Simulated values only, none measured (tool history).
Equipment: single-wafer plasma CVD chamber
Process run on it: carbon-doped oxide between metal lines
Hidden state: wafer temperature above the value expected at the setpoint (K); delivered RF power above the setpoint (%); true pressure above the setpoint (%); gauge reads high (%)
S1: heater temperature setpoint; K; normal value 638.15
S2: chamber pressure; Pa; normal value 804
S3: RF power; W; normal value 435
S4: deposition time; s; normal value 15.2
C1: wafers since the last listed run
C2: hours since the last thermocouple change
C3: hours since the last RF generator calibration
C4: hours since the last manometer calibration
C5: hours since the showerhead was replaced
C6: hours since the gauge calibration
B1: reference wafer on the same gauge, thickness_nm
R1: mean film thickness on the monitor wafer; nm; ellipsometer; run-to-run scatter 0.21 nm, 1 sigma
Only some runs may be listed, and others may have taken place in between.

run	day	S1	S2	S3	S4	C1	C2	C3	C4	C5	C6	B1	R1
1	0.000	638.15	804	435	15.2	0	2092.5	2282.7	2408.1	4548.3	196.3	82.180	66.809
2	0.738	638.15	804	435	15.2	421	2110.2	2300.4	2425.8	4566.0	214.0	82.280	66.610
3	1.054	638.15	804	435	15.2	180	2117.8	2308.0	2433.4	4573.6	221.6	82.178	66.479
4	1.508	638.15	804	435	15.2	259	2128.7	2318.9	2444.3	4584.5	232.5	82.190	66.415
# day 2.254: thermocouple changed; heater temperature recalibrated
5	2.275	638.15	804	435	14.4	247	0.5	2337.3	2462.7	4602.9	250.9	82.314	63.177
# day 2.658: showerhead replaced
6	2.679	638.15	804	435	15.2	40	10.2	2347.0	2472.4	0.5	260.6	82.200	66.354
7	2.696	638.15	804	435	15.2	9	10.6	2347.4	2472.8	0.9	261.0	82.208	66.610
8	3.150	638.15	804	435	15.2	259	21.5	2358.3	2483.7	11.8	271.9	82.255	66.546
# day 3.542: capacitance manometer re-zeroed and calibrated
# day 3.650: RF generator calibrated
9	3.996	653.15	996	485	12.2	231	41.8	8.3	10.9	32.1	292.2	82.221	61.673
# day 4.025: gauge calibrated
10	4.262	638.15	971	435	17.2	152	48.2	14.7	17.3	38.5	5.7	82.224	82.275
11	4.529	638.15	804	435	15.2	152	54.6	21.1	23.7	44.9	12.1	82.176	71.672
12	5.192	638.15	715	520	13.4	378	70.5	37.0	39.6	60.8	28.0	82.273	69.819
13	5.533	638.15	804	435	15.2	195	78.7	45.2	47.8	69.0	36.2	82.191	71.599
14	6.008	638.15	804	515	12.7	271	90.1	56.6	59.2	80.4	47.6	82.190	67.929
15	6.325	638.15	804	435	17.3	180	97.7	64.2	66.8	88.0	55.2	82.174	81.198
16	7.025	648.15	995	435	18.1	400	114.5	81.0	83.6	104.8	72.0	82.201	84.727
17	7.354	638.15	804	435	15.2	188	122.4	88.9	91.5	112.7	79.9	82.114	71.319
18	8.042	638.15	804	435	15.2	392	138.9	105.4	108.0	129.2	96.4	82.316	71.092
19	8.371	638.15	804	435	15.2	188	146.8	113.3	115.9	137.1	104.3	82.195	71.317
20	9.071	638.15	721	435	16.8	400	163.6	130.1	132.7	153.9	121.1	82.235	76.750
21	9.471	634.15	857	435	15.2	228	173.2	139.7	142.3	163.5	130.7	82.336	72.686
22	10.038	638.15	660	435	15.2	323	186.8	153.3	155.9	177.1	144.3	82.178	68.635
23	10.488	638.15	804	435	15.2	257	197.6	164.1	166.7	187.9	155.1	82.318	71.045
24	11.100	638.15	804	435	12.3	350	212.3	178.8	181.4	202.6	169.8	82.238	57.860
25	11.350	638.15	868	435	15.2	142	218.3	184.8	187.4	208.6	175.8	82.189	71.954
26	11.679	638.15	804	435	15.2	188	226.2	192.7	195.3	216.5	183.7	82.238	71.082
27	13.388	633.15	976	485	13.9	976	267.2	233.7	236.3	257.5	224.7	82.261	73.262
28	14.108	638.15	804	435	15.2	411	284.5	251.0	253.6	274.8	242.0	82.105	71.251

Table of differences, measured result less the result of that run with no hidden state. Run-to-run variation is the same in both. Gauge scatter possibly is not:
run	R1
1	-4.821
2	-4.845
3	-4.853
4	-4.872
5	-4.673
6	-4.929
7	-4.949
8	-4.969
9	-0.023
10	-0.051
11	-0.057
12	-0.074
13	-0.106
14	-0.104
15	-0.163
16	-0.211
17	-0.193
18	-0.226
19	-0.242
20	-0.298
21	-0.302
22	-0.311
23	-0.344
24	-0.304
25	-0.391
26	-0.401
27	-0.431
28	-0.521
